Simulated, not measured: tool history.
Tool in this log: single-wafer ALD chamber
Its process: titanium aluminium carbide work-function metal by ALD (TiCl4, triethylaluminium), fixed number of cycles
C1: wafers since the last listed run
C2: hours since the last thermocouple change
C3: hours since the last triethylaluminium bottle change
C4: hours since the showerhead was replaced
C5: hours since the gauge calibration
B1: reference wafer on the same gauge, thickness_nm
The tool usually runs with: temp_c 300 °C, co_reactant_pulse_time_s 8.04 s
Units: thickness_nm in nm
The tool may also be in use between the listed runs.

{"run": 1, "day": 0.0, "temp_c": 300, "co_reactant_pulse_time_s": 8.04, "C1": 0, "C2": 414.8, "C3": 570.0, "C4": 7009.2, "C5": 159.9, "B1": 1.531, "thickness_nm": 1.82}
{"run": 2, "day": 2.175, "temp_c": 300, "co_reactant_pulse_time_s": 8.04, "C1": 575, "C2": 467.0, "C3": 622.2, "C4": 7061.4, "C5": 212.1, "B1": 1.53, "thickness_nm": 1.815}
{"run": 3, "day": 3.592, "temp_c": 300, "co_reactant_pulse_time_s": 9.55, "C1": 375, "C2": 501.0, "C3": 656.2, "C4": 7095.4, "C5": 246.1, "B1": 1.529, "thickness_nm": 1.849}
{"run": 4, "day": 4.638, "temp_c": 300, "co_reactant_pulse_time_s": 9.55, "C1": 276, "C2": 526.1, "C3": 681.3, "C4": 7120.5, "C5": 271.2, "B1": 1.529, "thickness_nm": 1.845}
{"run": 5, "day": 7.604, "temp_c": 303, "co_reactant_pulse_time_s": 8.04, "C1": 785, "C2": 597.3, "C3": 752.5, "C4": 7191.7, "C5": 342.4, "B1": 1.531, "thickness_nm": 1.828}
{"run": 6, "day": 8.612, "temp_c": 303, "co_reactant_pulse_time_s": 8.04, "C1": 266, "C2": 621.5, "C3": 776.7, "C4": 7215.9, "C5": 366.6, "B1": 1.53, "thickness_nm": 1.825}
{"run": 7, "day": 11.308, "temp_c": 303, "co_reactant_pulse_time_s": 8.04, "C1": 713, "C2": 686.2, "C3": 841.4, "C4": 7280.6, "C5": 431.3, "B1": 1.529, "thickness_nm": 1.824}
{"run": 8, "day": 13.142, "temp_c": 300, "co_reactant_pulse_time_s": 8.04, "C1": 485, "C2": 730.2, "C3": 885.4, "C4": 7324.6, "C5": 475.3, "B1": 1.53, "thickness_nm": 1.8}
{"run": 9, "day": 14.379, "temp_c": 300, "co_reactant_pulse_time_s": 8.04, "C1": 327, "C2": 759.9, "C3": 915.1, "C4": 7354.3, "C5": 505.0, "B1": 1.53, "thickness_nm": 1.795}
{"day": 15.408, "done": "showerhead replaced"}
{"run": 10, "day": 16.888, "temp_c": 300, "co_reactant_pulse_time_s": 8.04, "C1": 575, "C2": 820.1, "C3": 975.3, "C4": 35.5, "C5": 565.2, "B1": 1.53, "thickness_nm": 1.793}
{"run": 11, "day": 19.254, "temp_c": 307, "co_reactant_pulse_time_s": 9.49, "C1": 626, "C2": 876.9, "C3": 1032.1, "C4": 92.3, "C5": 622.0, "B1": 1.529, "thickness_nm": 1.876}
{"day": 21.646, "done": "thermocouple changed; heater temperature recalibrated"}
{"run": 12, "day": 21.667, "temp_c": 300, "co_reactant_pulse_time_s": 5.48, "C1": 550, "C2": 0.5, "C3": 1090.0, "C4": 150.2, "C5": 679.9, "B1": 1.53, "thickness_nm": 1.655}
{"run": 13, "day": 24.158, "temp_c": 300, "co_reactant_pulse_time_s": 5.48, "C1": 659, "C2": 60.3, "C3": 1149.8, "C4": 210.0, "C5": 739.7, "B1": 1.531, "thickness_nm": 1.656}
{"run": 14, "day": 25.288, "temp_c": 300, "co_reactant_pulse_time_s": 8.04, "C1": 298, "C2": 87.4, "C3": 1176.9, "C4": 237.1, "C5": 766.8, "B1": 1.531, "thickness_nm": 1.78}
{"run": 15, "day": 27.183, "temp_c": 295, "co_reactant_pulse_time_s": 6.85, "C1": 501, "C2": 132.9, "C3": 1222.4, "C4": 282.6, "C5": 812.3, "B1": 1.528, "thickness_nm": 1.692}
{"run": 16, "day": 28.525, "temp_c": 295, "co_reactant_pulse_time_s": 11.16, "C1": 355, "C2": 165.1, "C3": 1254.6, "C4": 314.8, "C5": 844.5, "B1": 1.529, "thickness_nm": 1.828}
{"run": 17, "day": 29.704, "temp_c": 293, "co_reactant_pulse_time_s": 5.57, "C1": 312, "C2": 193.4, "C3": 1282.9, "C4": 343.1, "C5": 872.8, "B1": 1.529, "thickness_nm": 1.606}
{"run": 18, "day": 32.692, "temp_c": 291, "co_reactant_pulse_time_s": 5.69, "C1": 790, "C2": 265.1, "C3": 1354.6, "C4": 414.8, "C5": 944.5, "B1": 1.531, "thickness_nm": 1.599}
{"run": 19, "day": 34.233, "temp_c": 287, "co_reactant_pulse_time_s": 10.09, "C1": 408, "C2": 302.1, "C3": 1391.6, "C4": 451.8, "C5": 981.5, "B1": 1.53, "thickness_nm": 1.741}
{"run": 20, "day": 36.483, "temp_c": 307, "co_reactant_pulse_time_s": 7.07, "C1": 595, "C2": 356.1, "C3": 1445.6, "C4": 505.8, "C5": 1035.5, "B1": 1.53, "thickness_nm": 1.763}
{"run": 21, "day": 37.567, "temp_c": 300, "co_reactant_pulse_time_s": 6.71, "C1": 286, "C2": 382.1, "C3": 1471.6, "C4": 531.8, "C5": 1061.5, "B1": 1.53, "thickness_nm": 1.7}
{"day": 39.55, "done": "gauge calibrated"}
{"day": 39.962, "done": "triethylaluminium bottle replaced"}
{"run": 22, "day": 40.108, "temp_c": 290, "co_reactant_pulse_time_s": 10.54, "C1": 584, "C2": 443.1, "C3": 3.5, "C4": 592.8, "C5": 13.4, "B1": 1.529, "thickness_nm": 1.834}
{"run": 23, "day": 41.325, "temp_c": 300, "co_reactant_pulse_time_s": 8.04, "C1": 322, "C2": 472.3, "C3": 32.7, "C4": 622.0, "C5": 42.6, "B1": 1.53, "thickness_nm": 1.835}
{"run": 24, "day": 42.583, "temp_c": 290, "co_reactant_pulse_time_s": 10.54, "C1": 333, "C2": 502.5, "C3": 62.9, "C4": 652.2, "C5": 72.8, "B1": 1.53, "thickness_nm": 1.818}
{"run": 25, "day": 45.538, "temp_c": 294, "co_reactant_pulse_time_s": 6.2, "C1": 782, "C2": 573.4, "C3": 133.8, "C4": 723.1, "C5": 143.7, "B1": 1.53, "thickness_nm": 1.73}
{"run": 26, "day": 47.962, "temp_c": 295, "co_reactant_pulse_time_s": 6.11, "C1": 641, "C2": 631.6, "C3": 192.0, "C4": 781.3, "C5": 201.9, "B1": 1.53, "thickness_nm": 1.722}
{"run": 27, "day": 49.258, "temp_c": 300, "co_reactant_pulse_time_s": 8.04, "C1": 343, "C2": 662.7, "C3": 223.1, "C4": 812.4, "C5": 233.0, "B1": 1.53, "thickness_nm": 1.826}
{"run": 28, "day": 50.525, "temp_c": 312, "co_reactant_pulse_time_s": 8.04, "C1": 335, "C2": 693.1, "C3": 253.5, "C4": 842.8, "C5": 263.4, "B1": 1.531, "thickness_nm": 1.916}

How the hidden state differs across the entries between the runs, from the last listed run before each to the first after it:
Runs 9 to 10: showerhead replaced (day 15.408)
  triethylaluminium dose above that of a fresh bottle (%): -17.6 -> -18.7
  measured minus no-state result, thickness_nm: -0.048 -> -0.052 nm
Runs 11 to 12: thermocouple changed; heater temperature recalibrated (day 21.646)
  triethylaluminium dose above that of a fresh bottle (%): -19.7 -> -20.8
  measured minus no-state result, thickness_nm: -0.046 -> -0.079 nm
Runs 21 to 22: gauge calibrated (day 39.550); triethylaluminium bottle replaced (day 39.962)
  triethylaluminium dose above that of a fresh bottle (%): -27.6 -> -0.395
  measured minus no-state result, thickness_nm: -0.098 -> -0.001 nm
